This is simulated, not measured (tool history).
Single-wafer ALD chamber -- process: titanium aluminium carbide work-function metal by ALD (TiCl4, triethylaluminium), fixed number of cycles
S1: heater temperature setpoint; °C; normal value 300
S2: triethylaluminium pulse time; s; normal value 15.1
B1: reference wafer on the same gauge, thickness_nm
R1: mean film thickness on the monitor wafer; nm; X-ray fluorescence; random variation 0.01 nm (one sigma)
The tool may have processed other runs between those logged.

| run | hour | S1 | S2 | B1 | R1 |
|---|---|---|---|---|---|
| 1 | 0 | 295 | 19.03 | 1.928 | 2.215 |
| 2 | 36.7 | 300 | 17.06 | 1.929 | 2.245 |
| 3 | 97.3 | 300 | 17.06 | 1.928 | 2.252 |
| 4 | 138 | 300 | 17.06 | 1.93 | 2.259 |
| 5 | 162.4 | 300 | 15.1 | 1.932 | 2.264 |
|  | 215.3 | gauge calibrated |
| 6 | 218.3 | 300 | 15.1 | 1.929 | 2.248 |
| 7 | 278.6 | 300 | 15.1 | 1.928 | 2.24 |
| 8 | 309.4 | 291 | 15.1 | 1.932 | 2.152 |
| 9 | 349.9 | 294 | 15.1 | 1.93 | 2.193 |
| 10 | 420.4 | 300 | 15.1 | 1.93 | 2.245 |
| 11 | 479.3 | 300 | 15.1 | 1.931 | 2.254 |
|  | 523 | triethylaluminium bottle replaced |
| 12 | 523.5 | 300 | 15.1 | 1.933 | 2.251 |
| 13 | 588.6 | 300 | 15.1 | 1.931 | 2.244 |
| 14 | 614.7 | 300 | 15.1 | 1.929 | 2.219 |
| 15 | 660.8 | 311 | 20.78 | 1.927 | 2.339 |
| 16 | 696.7 | 300 | 15.1 | 1.932 | 2.23 |
| 17 | 762.9 | 308 | 17.86 | 1.929 | 2.294 |
|  | 785.2 | showerhead replaced |
| 18 | 804.8 | 300 | 15.1 | 1.933 | 2.203 |
| 19 | 852.6 | 300 | 17.78 | 1.93 | 2.202 |
|  | 872.7 | gauge calibrated |
| 20 | 893.8 | 295 | 18.13 | 1.93 | 2.163 |
|  | 912.3 | thermocouple changed; heater temperature recalibrated |
| 21 | 965.5 | 296 | 17.71 | 1.93 | 2.221 |
| 22 | 1028.6 | 300 | 12.87 | 1.931 | 2.237 |
| 23 | 1057.4 | 311 | 15.1 | 1.933 | 2.347 |
| 24 | 1082.9 | 309 | 13.37 | 1.929 | 2.318 |
| 25 | 1138.3 | 300 | 15.1 | 1.931 | 2.25 |
| 26 | 1180.6 | 292 | 9.9 | 1.929 | 2.16 |
| 27 | 1217.2 | 304 | 15.1 | 1.93 | 2.281 |
| 28 | 1286.3 | 300 | 15.1 | 1.928 | 2.241 |
| 29 | 1357.1 | 286 | 9.1 | 1.93 | 2.094 |

Branching from run 29: 5 alternative next runs. What would each branch give?
| A | 1357.5 | 293 | 15.1 | ? | ? |
| B | 1357.5 | 300 | 19.37 | ? | ? |
| C | 1357.5 | 292 | 19.4 | ? | ? |
| D | 1357.5 | 285 | 17.1 | ? | ? |
| E | 1357.5 | 307 | 20.12 | ? | ? |

| run | B1 | R1 |
|---|---|---|
| A | 1.933 | 2.186 |
| B | 1.933 | 2.254 |
| C | 1.933 | 2.185 |
| D | 1.933 | 2.122 |
| E | 1.933 | 2.315 |
Without the tool's hidden state the same runs would have given:
| run | R1 |
|---|---|
| A | 2.196 |
| B | 2.264 |
| C | 2.195 |
| D | 2.132 |
| E | 2.325 |

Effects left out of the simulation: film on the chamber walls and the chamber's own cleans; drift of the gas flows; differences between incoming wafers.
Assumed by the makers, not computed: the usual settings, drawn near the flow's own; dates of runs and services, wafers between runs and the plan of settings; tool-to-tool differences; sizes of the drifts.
